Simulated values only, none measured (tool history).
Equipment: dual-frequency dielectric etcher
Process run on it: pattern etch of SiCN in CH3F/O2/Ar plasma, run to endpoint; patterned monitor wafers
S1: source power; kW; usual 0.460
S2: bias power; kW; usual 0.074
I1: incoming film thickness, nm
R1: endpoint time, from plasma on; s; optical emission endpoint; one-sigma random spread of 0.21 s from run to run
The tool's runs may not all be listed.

Run 1, hour 0.0: usual settings; I1 11.38. Result: R1 29.7 s.
Run 2, hour 42.0: usual settings; I1 11.44. Result: R1 29.7 s.
Run 3, hour 238.0: usual settings; I1 11.48. Result: R1 30.0 s.
Run 4, hour 344.5: usual settings; I1 11.44. Result: R1 30.0 s.
Run 5, hour 408.3: usual settings; I1 11.39. Result: R1 29.6 s.
Run 6, hour 473.3: usual settings; I1 11.41. Result: R1 30.0 s.
At hour 547.9: wet clean of the chamber.
Run 7, hour 548.4: usual settings; I1 11.47. Result: R1 30.1 s.
Run 8, hour 631.1: usual settings; I1 11.40. Result: R1 29.9 s.
Run 9, hour 717.8: usual settings; I1 11.55. Result: R1 30.1 s.
Run 10, hour 919.6: usual settings; I1 11.52. Result: R1 30.2 s.
At hour 936.8: source power generator calibrated.
Run 11, hour 1007.6: usual settings; I1 11.32. Result: R1 28.1 s.
Run 12, hour 1094.8: usual settings; I1 11.46. Result: R1 28.2 s.
At hour 1151.3: wet clean of the chamber.
Run 13, hour 1154.6: usual settings; I1 11.39. Result: R1 28.4 s.
Run 14, hour 1247.8: usual settings but S1 0.420 kW; I1 11.37. Result: R1 30.0 s.
Run 15, hour 1334.0: usual settings but S1 0.420 kW; I1 11.40. Result: R1 30.3 s.

The next listed run, before its measurement:
Run 16, hour 1427.3: usual settings but S1 0.390 kW, S2 0.057 kW; I1 11.42. Result: R1 ?.

R1: 33.5 s
Minus the tool's unlogged condition, the same run would have read R1 34.4 s.
